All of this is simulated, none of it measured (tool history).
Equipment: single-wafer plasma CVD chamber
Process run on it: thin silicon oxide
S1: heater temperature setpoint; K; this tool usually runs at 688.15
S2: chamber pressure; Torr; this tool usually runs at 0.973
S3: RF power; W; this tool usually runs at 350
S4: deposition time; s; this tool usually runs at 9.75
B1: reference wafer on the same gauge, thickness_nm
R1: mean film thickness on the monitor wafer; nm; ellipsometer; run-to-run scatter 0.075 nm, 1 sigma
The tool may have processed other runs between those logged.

run    hour      S1     S2   S3     S4      B1      R1
  1       0  688.15  1.136  350   9.75  18.581  23.435
  2    62.1  688.15  1.136  350   9.75  18.601  23.336
  3   103.7  688.15  0.973  350   9.75  18.606  20.804
      120.5  -- thermocouple changed; heater temperature recalibrated
  4   152.3  688.15  0.973  350   9.75  18.601  20.823
  5   215.2  688.15  0.973  350   9.75  18.582  20.688
  6   276.6  688.15  0.973  350   9.75  18.599  20.976
  7   346.7  688.15  0.973  350   8.22   18.59  17.514
  8   381.3  688.15  0.973  350   8.22  18.595  17.429
  9   428.9  688.15  1.093  320   9.75  18.593  21.821
 10   463.7  688.15  0.973  300   9.75  18.601  19.452
 11   526.4  688.15  0.973  350   9.75  18.613  20.699
 12   554.4  688.15  0.973  350   9.75    18.6  20.747
 13   595.1  688.15  0.973  350   9.75  18.588   20.64
      621.4  -- showerhead replaced
 14   658.5  694.15  0.973  280   9.75  18.599  18.525
 15   686.6  677.15  1.133  350   9.75  18.608  23.016
      696.1  -- RF generator calibrated
 16   733.2  683.15  0.973  330  11.23   18.58  24.202
 17     771  688.15  0.973  350   9.75  18.609  21.452
      786.8  -- gauge calibrated
      803.9  -- capacitance manometer re-zeroed and calibrated
 18   810.7  688.15  0.973  350   9.75  18.608   20.43
 19   877.4  688.15  0.973  350   9.75  18.596  20.609
 20  1061.9  698.15  0.973  350  11.41  18.599   23.93
 21  1126.7  688.15  1.103  420   8.41  18.601  20.989
 22  1184.4  688.15  0.973  350   9.75  18.601  20.709
 23  1241.7  696.15  1.181  295  10.31  18.609  23.069
 24  1306.7  688.15  0.973  385   9.75  18.609  21.528
 25  1368.5  688.15  1.085  290   9.75  18.604  20.591
 26  1422.8  688.15  0.788  350  10.61  18.625  18.283
     1440.9  -- thermocouple changed; heater temperature recalibrated
 27  1457.1  688.15   1.11  285   7.82   18.59  16.553
 28  1501.9  698.15  0.735  300   9.75  18.608  14.367
 29  1529.5  688.15  0.973  350   9.75  18.609   20.41

Here are 3 independent what-if runs from the current tool condition. What would each one return?
  A  1529.9  688.15  0.746  350  9.75   ?   ?
  B  1529.9  688.15   0.78  350  9.75   ?   ?
  C  1529.9  688.15  0.973  415  9.75   ?   ?

run      B1      R1
  A  18.585   15.65
  B  18.585  16.473
  C  18.585   21.89
What these runs would have given with no unlogged condition in the tool:
run      R1
  A  15.539
  B  16.413
  C  21.999
